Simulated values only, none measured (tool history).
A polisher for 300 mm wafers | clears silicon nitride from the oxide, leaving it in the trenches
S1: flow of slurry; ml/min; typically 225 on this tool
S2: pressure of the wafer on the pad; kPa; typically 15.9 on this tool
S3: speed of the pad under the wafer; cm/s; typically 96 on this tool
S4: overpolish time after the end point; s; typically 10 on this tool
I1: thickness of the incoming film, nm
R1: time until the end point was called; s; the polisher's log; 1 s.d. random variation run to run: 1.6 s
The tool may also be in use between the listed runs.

run    hour   S1    S2   S3  S4     I1     R1
  1     0.0  225  15.9   96  10   99.3  142.0
       36.9  -- slurry nozzle cleaned
  2    61.5  225  15.9   96  10   99.5  145.3
  3   131.8  225  15.9   96  10   99.2  145.2
      146.0  -- worn pad replaced by a new one
  4   187.8  225  15.9   96  10  100.9  133.6
  5   244.7  225  15.9   96  10  101.3  139.6
  6   286.6  225  15.9  110   7  101.1  127.7
  7   318.1  225  15.9  110   7   98.8  131.2
  8   352.7  225  15.9   96  10   99.9  145.4
  9   381.3  225  15.9   96  10   99.7  145.3
      382.9  -- slurry nozzle cleaned
      393.2  -- worn pad replaced by a new one
 10   412.2  225  15.9  110  10   99.6  117.4
      417.3  -- head pressure recalibrated
 11   479.5  225  15.9  110  10   99.2  128.0
 12   544.5  225  15.9   96  10  100.0  142.8
 13   603.6  145  15.9   96  14   98.3  148.7
      626.0  -- worn pad replaced by a new one
 14   644.0  305  18.6   96  16   99.7  110.8
 15   700.6  225  20.7   96  10   99.5  104.6
 16   729.7  225  15.9   96  10   99.2  137.4
      745.0  -- slurry nozzle cleaned
 17   777.6  225  15.9   82  13  100.6  158.6
 18   820.4  225  15.9   96  10  100.7  142.8
      846.3  -- worn pad replaced by a new one
 19   863.1  225  20.0   86  10   99.6  111.3
 20   919.9  225  15.9   96  10   99.8  140.2
 21   975.7  195  13.1   66   4   98.6  219.8
 22  1024.8  225  15.9   88  10  100.4  154.4
     1057.3  -- worn pad replaced by a new one
 23  1073.9  150  14.5  104   6  100.4  142.3
     1082.5  -- head pressure recalibrated
     1110.8  -- slurry nozzle cleaned
 24  1114.8  225  15.9   96  10   99.0  132.5

Hidden state, per run?
slurry flow missing at the pad, %: 0 at every run
deviation of the head's pressure from its setpoint, %: 0 at every run
H1: removal rate lost through wear of the pad, %
run    H1
  1  9.88
  2  11.8
  3  12.7
  4  6.54
  5  10.3
  6  11.7
  7  12.3
  8  12.8
  9    13
 10  3.49
 11  9.14
 12  11.4
 13  12.2
 14  3.91
 15  9.03
 16  10.5
 17  11.9
 18  12.6
 19  2.49
 20  7.71
 21  10.1
 22  11.1
 23  2.86
 24     7
